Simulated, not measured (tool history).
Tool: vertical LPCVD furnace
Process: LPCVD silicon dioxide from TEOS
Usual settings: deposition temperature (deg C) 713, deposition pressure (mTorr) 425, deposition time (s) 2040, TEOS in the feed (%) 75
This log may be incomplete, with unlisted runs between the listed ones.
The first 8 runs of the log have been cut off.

run,hour,deposition temperature (deg C),deposition pressure (mTorr),deposition time (s),TEOS in the feed (%),wafers since the last listed run,hours since the last temperature calibration,hours since the pressure gauge was zeroed,hours since the TEOS flow controller was replaced,hours since the gauge calibration,"read-back reference wafer on the same gauge, thickness",film thickness on the monitor wafer in the middle of the boat (Å)
9,455.0,713,425,2040,75,453,3026.0,4439.6,5202.4,1709.8,380.06,3926.5
# hour 483.9: TEOS flow controller replaced
# hour 494.9: gauge calibrated
10,520.2,713,425,2040,75,496,3091.2,4504.8,36.3,25.3,379.97,3944.2
11,582.8,713,425,2040,75,754,3153.8,4567.4,98.9,87.9,380.33,3929.0
12,712.9,713,385,2040,75,1567,3283.9,4697.5,229.0,218.0,380.05,3743.1
13,752.6,713,385,2040,75,478,3323.6,4737.2,268.7,257.7,380.02,3758.1
# hour 813.7: thermocouples replaced and temperature profile calibrated
14,824.3,718,425,1770,75,574,10.6,4808.9,340.4,329.4,379.59,3679.4
15,858.8,701,510,2040,68,415,45.1,4843.4,374.9,363.9,379.86,3013.9
16,924.9,716,495,2040,75,796,111.2,4909.5,441.0,430.0,380.12,4373.4
17,986.2,713,425,2040,75,738,172.5,4970.8,502.3,491.3,379.84,3780.7
# hour 1076.1: pressure gauge zeroed
18,1076.6,713,425,2040,75,800,262.9,0.5,592.7,581.7,380.08,3899.6
19,1099.0,713,425,2040,75,269,285.3,22.9,615.1,604.1,379.78,3883.7
20,1162.4,713,425,2370,65,764,348.7,86.3,678.5,667.5,379.93,4201.4
21,1230.6,723,425,2790,75,821,416.9,154.5,746.7,735.7,380.22,6624.3
22,1278.5,713,515,2040,75,577,464.8,202.4,794.6,783.6,379.89,4267.5
23,1309.9,725,425,2040,63,378,496.2,233.8,826.0,815.0,379.96,4640.9
24,1360.0,713,480,2040,80,603,546.3,283.9,876.1,865.1,380.24,4262.0
25,1390.6,705,480,1470,82,368,576.9,314.5,906.7,895.7,380.20,2578.3
26,1459.1,723,345,1410,60,825,645.4,383.0,975.2,964.2,379.99,2694.8
27,1518.6,713,425,2040,75,717,704.9,442.5,1034.7,1023.7,379.96,3865.8
28,1576.9,721,355,2040,75,702,763.2,500.8,1093.0,1082.0,380.17,4214.7
29,1624.1,717,425,2040,75,568,810.4,548.0,1140.2,1129.2,379.95,4236.3
30,1677.2,721,485,2430,70,639,863.5,601.1,1193.3,1182.3,380.07,5721.2
31,1714.4,713,425,1620,75,448,900.7,638.3,1230.5,1219.5,380.15,3075.3

Each row is a separate what-if for the run after 31, all from the same tool condition, not one after another. Results?
A,1719.5,713,425,2040,75,61,905.8,643.4,1235.6,1224.6,?,?
B,1719.5,704,505,1740,87,61,905.8,643.4,1235.6,1224.6,?,?
C,1719.5,713,460,2040,61,61,905.8,643.4,1235.6,1224.6,?,?
D,1719.5,707,485,2040,69,61,905.8,643.4,1235.6,1224.6,?,?

run,"read-back reference wafer on the same gauge, thickness",film thickness on the monitor wafer in the middle of the boat (Å)
A,379.73,3855.4
B,379.73,3146.8
C,379.73,3619.2
D,379.73,3448.9
The same runs, with their run-to-run variation unchanged, on a tool lacking any hidden condition would have given:
run,film thickness on the monitor wafer in the middle of the boat (Å)
A,3854.3
B,3142.1
C,3616.3
D,3444.6
